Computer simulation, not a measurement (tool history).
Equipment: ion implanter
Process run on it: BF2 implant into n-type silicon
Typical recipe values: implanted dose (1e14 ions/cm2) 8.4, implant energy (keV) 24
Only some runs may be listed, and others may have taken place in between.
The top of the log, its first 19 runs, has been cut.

| run | day | implanted dose (1e14 ions/cm2) | implant energy (keV) | wafers since the last listed run | hours since the last dose calibration | hours since the extraction supply was calibrated | hours since the gauge calibration | read-back reference wafer on the same gauge, sheet resistance | sheet resistance of the implanted and annealed layer (ohm/square) |
|---|---|---|---|---|---|---|---|---|---|
| 20 | 47.221 | 8.4 | 24 | 584 | 304.8 | 3037.9 | 428.3 | 167.57 | 161.6 |
| 21 | 48.471 | 6.78 | 31.5 | 715 | 334.8 | 3067.9 | 458.3 | 167.63 | 182.1 |
| 22 | 50 | 7.79 | 28 | 875 | 371.5 | 3104.6 | 495 | 167.79 | 166.22 |
| 23 | 52.492 | 8.4 | 24 | 1427 | 431.3 | 3164.4 | 554.8 | 168.05 | 162.82 |
| 24 | 55.329 | 6.28 | 21 | 1625 | 499.4 | 3232.5 | 622.9 | 168.53 | 204.45 |
| 25 | 56.438 | 6.78 | 31.5 | 634 | 526 | 3259.1 | 649.5 | 168.54 | 184.3 |
| 26 | 57.871 | 6.15 | 21 | 820 | 560.4 | 3293.5 | 683.9 | 168.76 | 209.27 |
|  | 59.2 | extraction supply calibrated |
| 27 | 59.833 | 8.4 | 24 | 933 | 607.5 | 15.2 | 731 | 169.05 | 162.54 |
| 28 | 64.621 | 8.4 | 27.5 | 2742 | 722.4 | 130.1 | 845.9 | 169.87 | 159.11 |
| 29 | 65.7 | 8.4 | 31.5 | 618 | 748.3 | 156 | 871.8 | 170.13 | 156.02 |
| 30 | 66.858 | 7.79 | 28 | 663 | 776.1 | 183.8 | 899.6 | 170.36 | 168.31 |
|  | 69.075 | Faraday cup replaced and dose calibrated |
| 31 | 69.096 | 8.4 | 29 | 1090 | 0.5 | 237.5 | 953.3 | 170.91 | 157.22 |
| 32 | 71.779 | 8.4 | 26.5 | 1536 | 64.9 | 301.9 | 1017.7 | 171.39 | 161.77 |
| 33 | 73.342 | 8.4 | 24 | 894 | 102.4 | 339.4 | 1055.2 | 171.73 | 165.3 |
| 34 | 75.85 | 10.46 | 20 | 1436 | 162.6 | 399.6 | 1115.4 | 172.35 | 151.7 |
| 35 | 77.679 | 10.73 | 29 | 1047 | 206.5 | 443.5 | 1159.3 | 172.82 | 136.28 |
| 36 | 79.404 | 7.59 | 20.5 | 988 | 247.9 | 484.9 | 1200.7 | 173.32 | 183.92 |
| 37 | 81.017 | 5.93 | 21.5 | 923 | 286.6 | 523.6 | 1239.4 | 173.62 | 219.12 |
|  | 81.317 | gauge calibrated |
| 38 | 83.35 | 7.28 | 27.5 | 1336 | 342.6 | 579.6 | 48.8 | 166.77 | 175.16 |

3 ways to go on from here, each from the tool as it stands after run 38. What would each give?
| A | 83.367 | 8.4 | 29.5 | 9 | 343 | 580 | 49.2 | ? | ? |
| B | 83.367 | 7.23 | 19.5 | 9 | 343 | 580 | 49.2 | ? | ? |
| C | 83.367 | 8.4 | 30 | 9 | 343 | 580 | 49.2 | ? | ? |

| run | read-back reference wafer on the same gauge, sheet resistance | sheet resistance of the implanted and annealed layer (ohm/square) |
|---|---|---|
| A | 166.81 | 154.17 |
| B | 166.81 | 185.08 |
| C | 166.81 | 153.71 |
With the hidden condition removed and each run's random variation left untouched, the same runs would have given:
| run | sheet resistance of the implanted and annealed layer (ohm/square) |
|---|---|
| A | 154.44 |
| B | 185.42 |
| C | 153.99 |
